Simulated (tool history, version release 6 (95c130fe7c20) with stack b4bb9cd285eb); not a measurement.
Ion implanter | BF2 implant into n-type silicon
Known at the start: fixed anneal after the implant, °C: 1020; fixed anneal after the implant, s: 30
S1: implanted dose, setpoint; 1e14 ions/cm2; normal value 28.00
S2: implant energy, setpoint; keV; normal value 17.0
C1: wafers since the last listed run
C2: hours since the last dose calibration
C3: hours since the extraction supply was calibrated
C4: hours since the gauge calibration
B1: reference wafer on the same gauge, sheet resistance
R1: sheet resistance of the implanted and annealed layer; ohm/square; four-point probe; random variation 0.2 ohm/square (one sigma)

run    hour     S1    S2    C1      C2      C3      C4      B1      R1
  1     0.0  22.22  17.0     0  1791.3  3013.6   384.9  133.78  134.00
  2    28.9  22.22  17.0   448  1820.2  3042.5   413.8  133.73  134.13
  3   220.3  22.22  17.0  2971  2011.6  3233.9   605.2  133.56  133.80
  4   256.6  28.00  17.0   563  2047.9  3270.2   641.5  133.46  132.86
  5   292.2  28.00  17.0   552  2083.5  3305.8   677.1  133.39  132.76
  6   349.5  28.00  17.0   889  2140.8  3363.1   734.4  133.33  132.54
  7   391.2  28.00  17.0   647  2182.5  3404.8   776.1  133.24  132.20
  8   437.9  31.94  17.0   725  2229.2  3451.5   822.8  133.15  131.51
  9   616.5  31.94  17.0  2773  2407.8  3630.1  1001.4  132.81  131.41
      627.9  -- Faraday cup replaced and dose calibrated
 10   658.3  23.69  17.0   524    30.4  3671.9  1043.2  132.81  132.52
      664.2  -- gauge calibrated
 11   723.6  23.69  17.0  1013    95.7  3737.2    59.4  134.10  134.59
 12   751.3  28.00  17.0   430   123.4  3764.9    87.1  134.10  133.05
 13   796.5  28.00  17.0   701   168.6  3810.1   132.3  134.08  133.23
 14   858.7  22.22  17.0   965   230.8  3872.3   194.5  134.08  134.34
 15   886.1  32.67  17.0   425   258.2  3899.7   221.9  134.04  132.47
 16   920.4  32.63  13.0   532   292.5  3934.0   256.2  134.02  143.88
 17   957.9  28.00  17.0   582   330.0  3971.5   293.7  133.99  133.27
 18   993.0  25.84  13.0   544   365.1  4006.6   328.8  134.04  144.71
 19  1055.2  28.00  15.5   965   427.3  4068.8   391.0  134.02  136.91
     1064.0  -- extraction supply calibrated
 20  1111.2  31.90  20.0   745   483.3    47.2   447.0  133.94  125.49
 21  1165.6  28.00  11.5   844   537.7   101.6   501.4  133.87  149.58
 22  1206.7  34.86  19.0   638   578.8   142.7   542.5  133.85  126.91
 23  1240.2  24.99  17.0   520   612.3   176.2   576.0  133.78  133.53

What does the tool deliver on the next run?
 24  1369.3  20.53  21.5  2004  741.4  305.3  705.1   ?   ?

B1: 133.65
R1: 124.55 ohm/square
Take away the tool's hidden state, keep the run-to-run variation as it was, and the same run would have given R1 124.92 ohm/square.
